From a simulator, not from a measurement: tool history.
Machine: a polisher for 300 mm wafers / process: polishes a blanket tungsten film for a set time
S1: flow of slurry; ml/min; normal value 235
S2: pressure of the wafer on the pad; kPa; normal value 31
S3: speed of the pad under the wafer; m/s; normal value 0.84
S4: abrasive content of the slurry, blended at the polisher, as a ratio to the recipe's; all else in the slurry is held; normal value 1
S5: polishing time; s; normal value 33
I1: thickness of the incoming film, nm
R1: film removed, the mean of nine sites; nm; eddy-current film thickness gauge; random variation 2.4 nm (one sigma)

run 1 day=0 | S1=235 S2=31 S3=0.84 S4=1 S5=33 | I1=1139.2 | R1=172
run 2 day=2.304 | S1=235 S2=31 S3=0.84 S4=1 S5=33 | I1=1161.4 | R1=170.4
run 3 day=4.429 | S1=235 S2=31 S3=0.64 S4=0.85 S5=22 | I1=1155.3 | R1=90.5
-- day=4.529 head pressure recalibrated
-- day=6.05 slurry tank refilled with fresh slurry and peroxide
run 4 day=7.042 | S1=235 S2=31 S3=0.84 S4=1 S5=33 | I1=1138.4 | R1=171
run 5 day=8.779 | S1=165 S2=31 S3=0.84 S4=1 S5=24 | I1=1139.2 | R1=118.3
run 6 day=11.625 | S1=235 S2=35.2 S3=0.84 S4=1 S5=45 | I1=1148.3 | R1=255.8
-- day=13.579 slurry nozzle cleaned
run 7 day=13.896 | S1=235 S2=24.1 S3=0.72 S4=0.9 S5=30 | I1=1123.8 | R1=107.7
run 8 day=16.008 | S1=235 S2=40.7 S3=0.62 S4=0.75 S5=37 | I1=1148.3 | R1=192.6
-- day=16.938 worn pad replaced by a new one
-- day=17.542 slurry blender recalibrated
run 9 day=18.471 | S1=235 S2=31 S3=0.84 S4=1 S5=33 | I1=1139.4 | R1=170.8
run 10 day=20.933 | S1=235 S2=31 S3=0.84 S4=1.2 S5=33 | I1=1130.6 | R1=180.6
run 11 day=22.55 | S1=235 S2=31 S3=0.84 S4=1 S5=33 | I1=1140 | R1=171.6
run 12 day=23.925 | S1=170 S2=31 S3=0.84 S4=1.25 S5=33 | I1=1152 | R1=170.9
-- day=24.412 head pressure recalibrated
run 13 day=25.35 | S1=235 S2=41.4 S3=0.84 S4=1 S5=36 | I1=1136.5 | R1=241.5
-- day=26.262 slurry tank refilled with fresh slurry and peroxide
run 14 day=27.929 | S1=235 S2=31 S3=0.84 S4=0.75 S5=44 | I1=1138.7 | R1=215.5
run 15 day=29.946 | S1=235 S2=35.9 S3=0.98 S4=1 S5=41 | I1=1157.4 | R1=268.2
-- day=30.638 slurry nozzle cleaned
run 16 day=32.608 | S1=235 S2=31 S3=0.84 S4=1 S5=21 | I1=1158.3 | R1=111.1
run 17 day=35.483 | S1=215 S2=31 S3=0.84 S4=1 S5=33 | I1=1127.4 | R1=167.9
-- day=35.85 worn pad replaced by a new one
run 18 day=38.246 | S1=235 S2=31 S3=0.96 S4=0.85 S5=33 | I1=1133 | R1=186.4
-- day=38.396 slurry blender recalibrated
run 19 day=39.325 | S1=295 S2=31 S3=0.84 S4=1 S5=33 | I1=1132 | R1=173
run 20 day=41.3 | S1=235 S2=31 S3=0.84 S4=1 S5=33 | I1=1133.2 | R1=168.2
-- day=42.2 head pressure recalibrated
run 21 day=42.65 | S1=235 S2=31 S3=0.84 S4=0.7 S5=40 | I1=1117.9 | R1=189.4
run 22 day=43.867 | S1=235 S2=37.2 S3=0.72 S4=1.15 S5=38 | I1=1139.4 | R1=213.7

Forecast run 23:
run 23 day=46.854 | S1=300 S2=26.2 S3=0.84 S4=0.85 S5=43 | I1=1129.1 | R1=?

For run 23 the tool returned R1 184.3 nm.
With the hidden condition absent and the run-to-run variation left alone, this run would have shown R1 190.9 nm.

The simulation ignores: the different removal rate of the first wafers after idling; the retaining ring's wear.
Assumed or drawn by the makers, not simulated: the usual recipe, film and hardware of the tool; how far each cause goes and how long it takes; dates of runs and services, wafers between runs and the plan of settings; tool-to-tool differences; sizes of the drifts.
